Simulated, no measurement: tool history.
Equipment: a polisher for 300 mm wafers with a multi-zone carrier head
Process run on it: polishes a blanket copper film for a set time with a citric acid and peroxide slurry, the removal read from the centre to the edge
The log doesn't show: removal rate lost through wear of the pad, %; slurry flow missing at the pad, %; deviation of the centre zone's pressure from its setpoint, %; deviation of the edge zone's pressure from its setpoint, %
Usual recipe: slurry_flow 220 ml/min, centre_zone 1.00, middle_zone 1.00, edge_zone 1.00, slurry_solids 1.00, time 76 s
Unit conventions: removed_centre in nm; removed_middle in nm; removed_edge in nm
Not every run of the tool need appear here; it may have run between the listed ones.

run     day  slurry_flow  centre_zone  middle_zone  edge_zone  slurry_solids  time  wafers since the last listed run  wafers polished on this pad  hours since the slurry nozzle was cleaned  hours since the centre zone pressure was calibrated  hours since the edge zone pressure was calibrated  hours since the carrier head's membrane was replaced  incoming thickness of the incoming film, nm  removed_centre  removed_middle  removed_edge
  1   0.000          220         1.00         1.00       1.00           1.00    76                                 0                         3240                                      718.8                                                 13.7                                              225.7                                                  18.5                                       1152.4           105.7           112.1         107.1
      6.038  -- slurry nozzle cleaned
  2   7.683          220         1.00         1.00       1.00           1.00    76                              1956                         5197                                       39.5                                                198.1                                              410.1                                                 202.9                                       1109.0           118.8           114.0         112.2
      8.742  -- worn pad replaced by a new one
  3  16.683          220         1.00         1.00       1.00           1.00    76                              2262                         2034                                      255.5                                                414.1                                              626.1                                                 418.9                                       1138.9           125.3           111.9         108.9
  4  18.433          220         1.00         1.00       1.00           1.00    76                               448                         2482                                      297.5                                                456.1                                              668.1                                                 460.9                                       1133.8           121.2           113.4         109.2
  5  20.633          220         1.00         1.00       1.00           1.00    76                               563                         3045                                      350.3                                                508.9                                              720.9                                                 513.7                                       1135.0           120.8           111.5         109.5
     21.171  -- centre zone pressure recalibrated
  6  23.338          220         1.00         1.00       1.00           1.00    76                               671                         3716                                      415.2                                                 52.0                                              785.8                                                 578.6                                       1123.3           111.0           110.9         108.6
  7  27.625          220         0.95         1.00       1.00           1.00    76                              1097                         4814                                      518.1                                                154.9                                              888.7                                                 681.5                                       1119.2           107.4           112.0         107.3
  8  29.525          220         0.95         1.00       1.00           1.00    76                               486                         5301                                      563.7                                                200.5                                              934.3                                                 727.1                                       1150.6           109.9           110.8         105.8
     29.979  -- worn pad replaced by a new one
  9  31.062          220         0.95         1.00       1.00           1.00    76                               351                          277                                      600.6                                                237.4                                              971.2                                                 764.0                                       1147.6           112.2           112.7         108.1
 10  35.458          220         1.00         1.00       1.00           1.00    55                              1125                         1403                                      706.1                                                342.9                                             1076.7                                                 869.5                                       1132.9            82.9            80.3          78.8
 11  38.425          220         1.00         1.00       1.00           1.00    76                               759                         2162                                      777.3                                                414.1                                             1147.9                                                 940.7                                       1133.4           118.9           110.0         109.7
     41.154  -- slurry nozzle cleaned
 12  41.392          220         1.00         1.00       1.00           1.00    76                               749                         2911                                        5.7                                                485.3                                             1219.1                                                1011.9                                       1116.9           123.6           115.6         112.8
     43.050  -- edge zone pressure recalibrated
     43.796  -- centre zone pressure recalibrated
     50.967  -- worn pad replaced by a new one
 13  52.888          220         1.00         1.00       1.00           1.20    76                              2858                          492                                      281.6                                                218.2                                              236.1                                                1287.8                                       1127.6           126.9           116.6         112.4
 14  56.654          220         1.00         1.00       0.93           1.00    76                               964                         1456                                      372.0                                                308.6                                              326.5                                                1378.2                                       1148.4           123.5           112.5         107.6
     65.121  -- carrier head's membrane replaced by a new one
     67.025  -- centre zone pressure recalibrated
 15  69.808          220         1.00         1.00       1.00           1.00    76                              3293                         4750                                      687.7                                                 66.8                                              642.2                                                 112.5                                       1120.0           114.0           112.9         108.1
     70.800  -- worn pad replaced by a new one
 16  72.258          220         1.00         1.00       1.00           1.00    76                               584                          373                                      746.5                                                125.6                                              701.0                                                 171.3                                       1104.9           116.8           110.3         106.1
     73.104  -- slurry nozzle cleaned
 17  74.425          220         1.00         1.00       1.00           1.25    76                               544                          917                                       31.7                                                177.6                                              753.0                                                 223.3                                       1138.8           126.1           117.3         112.3
 18  76.492          220         1.00         1.00       1.00           1.00    76                               529                         1447                                       81.3                                                227.2                                              802.6                                                 272.9                                       1145.3           127.4           115.6         112.6

Estimate the outcome of run 19 from the log above:
 19  78.433          180         1.00         1.09       1.08           1.00    76                               497                         1944                                      127.9                                                273.8                                              849.2                                                 319.5                                       1136.8               ?               ?             ?

{"run 19": {"removed_centre": 121.5, "removed_middle": 120.6, "removed_edge": 111.7}}
If the tool had no hidden condition, the same run with the same run-to-run variation would have returned removed_centre 110.5 nm, removed_middle 121.9 nm, removed_edge 112.6 nm.
